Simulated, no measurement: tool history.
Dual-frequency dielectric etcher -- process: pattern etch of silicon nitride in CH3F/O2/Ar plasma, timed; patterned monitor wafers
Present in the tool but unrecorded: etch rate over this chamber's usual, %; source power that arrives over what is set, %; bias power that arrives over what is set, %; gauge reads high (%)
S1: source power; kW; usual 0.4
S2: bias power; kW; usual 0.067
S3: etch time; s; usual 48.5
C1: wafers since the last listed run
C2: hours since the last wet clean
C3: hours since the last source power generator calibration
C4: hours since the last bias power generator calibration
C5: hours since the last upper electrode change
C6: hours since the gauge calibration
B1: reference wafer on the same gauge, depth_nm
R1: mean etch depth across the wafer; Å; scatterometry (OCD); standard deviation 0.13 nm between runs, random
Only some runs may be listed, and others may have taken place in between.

| run | hour | S1 | S2 | S3 | C1 | C2 | C3 | C4 | C5 | C6 | B1 | R1 |
|---|---|---|---|---|---|---|---|---|---|---|---|---|
| 1 | 0 | 0.4 | 0.067 | 48.5 | 0 | 189.8 | 2068.3 | 4173 | 2952.5 | 48.5 | 31.22 | 314.3 |
| 2 | 12.9 | 0.4 | 0.067 | 48.5 | 114 | 202.7 | 2081.2 | 4185.9 | 2965.4 | 61.4 | 31.21 | 314.1 |
| 3 | 27.5 | 0.4 | 0.067 | 48.5 | 129 | 217.3 | 2095.8 | 4200.5 | 2980 | 76 | 31.21 | 314.9 |
| 4 | 45.4 | 0.4 | 0.067 | 48.5 | 158 | 235.2 | 2113.7 | 4218.4 | 2997.9 | 93.9 | 31.21 | 316.2 |
| 5 | 52.6 | 0.4 | 0.076 | 56.5 | 63 | 242.4 | 2120.9 | 4225.6 | 3005.1 | 101.1 | 31.17 | 381.3 |
| 6 | 62 | 0.4 | 0.076 | 56.5 | 83 | 251.8 | 2130.3 | 4235 | 3014.5 | 110.5 | 31.19 | 382.9 |
| 7 | 68.4 | 0.4 | 0.076 | 56.5 | 56 | 258.2 | 2136.7 | 4241.4 | 3020.9 | 116.9 | 31.17 | 383.3 |
| 8 | 83.8 | 0.46 | 0.067 | 48.5 | 136 | 273.6 | 2152.1 | 4256.8 | 3036.3 | 132.3 | 31.22 | 323.2 |
| 9 | 98.4 | 0.46 | 0.053 | 48.5 | 129 | 288.2 | 2166.7 | 4271.4 | 3050.9 | 146.9 | 31.21 | 300.4 |
| 10 | 104.8 | 0.46 | 0.053 | 48.5 | 56 | 294.6 | 2173.1 | 4277.8 | 3057.3 | 153.3 | 31.22 | 301.9 |
| 11 | 117.3 | 0.4 | 0.067 | 54.5 | 110 | 307.1 | 2185.6 | 4290.3 | 3069.8 | 165.8 | 31.19 | 352.1 |
| 12 | 131.5 | 0.4 | 0.067 | 54.5 | 125 | 321.3 | 2199.8 | 4304.5 | 3084 | 180 | 31.19 | 358.1 |
| 13 | 139.3 | 0.4 | 0.067 | 54.5 | 69 | 329.1 | 2207.6 | 4312.3 | 3091.8 | 187.8 | 31.2 | 354.6 |
| 14 | 154.8 | 0.4 | 0.067 | 59.5 | 137 | 344.6 | 2223.1 | 4327.8 | 3107.3 | 203.3 | 31.2 | 389.3 |
| 15 | 171.2 | 0.4 | 0.067 | 48.5 | 145 | 361 | 2239.5 | 4344.2 | 3123.7 | 219.7 | 31.19 | 318.1 |
| 16 | 178.8 | 0.45 | 0.067 | 48.5 | 67 | 368.6 | 2247.1 | 4351.8 | 3131.3 | 227.3 | 31.19 | 328.3 |
|  | 179.1 | gauge calibrated |
| 17 | 192.5 | 0.46 | 0.051 | 58 | 121 | 382.3 | 2260.8 | 4365.5 | 3145 | 13.4 | 31.18 | 357.9 |
| 18 | 199.9 | 0.4 | 0.067 | 43.5 | 65 | 389.7 | 2268.2 | 4372.9 | 3152.4 | 20.8 | 31.17 | 287.2 |
|  | 224.1 | upper electrode replaced |
|  | 227.8 | wet clean of the chamber |
| 19 | 228.3 | 0.4 | 0.067 | 48.5 | 6 | 0.5 | 2296.6 | 4401.3 | 4.2 | 49.2 | 31.18 | 295.1 |
| 20 | 231.8 | 0.44 | 0.075 | 48.5 | 30 | 4 | 2300.1 | 4404.8 | 7.7 | 52.7 | 31.18 | 312.8 |
| 21 | 237.9 | 0.4 | 0.077 | 53 | 54 | 10.1 | 2306.2 | 4410.9 | 13.8 | 58.8 | 31.18 | 337.8 |
|  | 245.9 | source power generator calibrated |
| 22 | 249.1 | 0.4 | 0.067 | 39.5 | 63 | 21.3 | 3.2 | 4422.1 | 25 | 70 | 31.17 | 239.7 |
|  | 257.5 | bias power generator calibrated |
| 23 | 259.4 | 0.4 | 0.067 | 54.5 | 55 | 31.6 | 13.5 | 1.9 | 35.3 | 80.3 | 31.18 | 331.3 |
| 24 | 269.8 | 0.4 | 0.067 | 55 | 92 | 42 | 23.9 | 12.3 | 45.7 | 90.7 | 31.21 | 331.3 |
| 25 | 284 | 0.32 | 0.051 | 59.5 | 125 | 56.2 | 38.1 | 26.5 | 59.9 | 104.9 | 31.2 | 314.1 |
|  | 316.7 | wet clean of the chamber, repeated, since the last time left the tool worse |
| 26 | 317.2 | 0.49 | 0.076 | 58 | 81 | 0.5 | 71.3 | 59.7 | 93.1 | 138.1 | 31.19 | 401.7 |
| 27 | 317.5 | 0.4 | 0.082 | 48.5 | 2 | 0.8 | 71.6 | 60 | 93.4 | 138.4 | 31.2 | 331 |
| 28 | 319.2 | 0.4 | 0.067 | 48.5 | 15 | 2.5 | 73.3 | 61.7 | 95.1 | 140.1 | 31.21 | 308.8 |
| 29 | 336.5 | 0.46 | 0.057 | 56 | 153 | 19.8 | 90.6 | 79 | 112.4 | 157.4 | 31.17 | 354.1 |
| 30 | 347 | 0.43 | 0.055 | 39.5 | 92 | 30.3 | 101.1 | 89.5 | 122.9 | 167.9 | 31.21 | 240.4 |
| 31 | 361.2 | 0.4 | 0.067 | 48.5 | 125 | 44.5 | 115.3 | 103.7 | 137.1 | 182.1 | 31.16 | 309.1 |

Branching from run 31: 3 alternative next runs. What would each branch give?
| A | 361.6 | 0.4 | 0.067 | 48.5 | 3 | 44.9 | 115.7 | 104.1 | 137.5 | 182.5 | ? | ? |
| B | 361.6 | 0.48 | 0.067 | 48.5 | 3 | 44.9 | 115.7 | 104.1 | 137.5 | 182.5 | ? | ? |
| C | 361.6 | 0.4 | 0.072 | 48.5 | 3 | 44.9 | 115.7 | 104.1 | 137.5 | 182.5 | ? | ? |

| run | B1 | R1 |
|---|---|---|
| A | 31.16 | 311 |
| B | 31.16 | 324.4 |
| C | 31.16 | 318.7 |
Without the tool's unlogged condition, the same runs would have read:
| run | R1 |
|---|---|
| A | 308.6 |
| B | 321.9 |
| C | 316.3 |
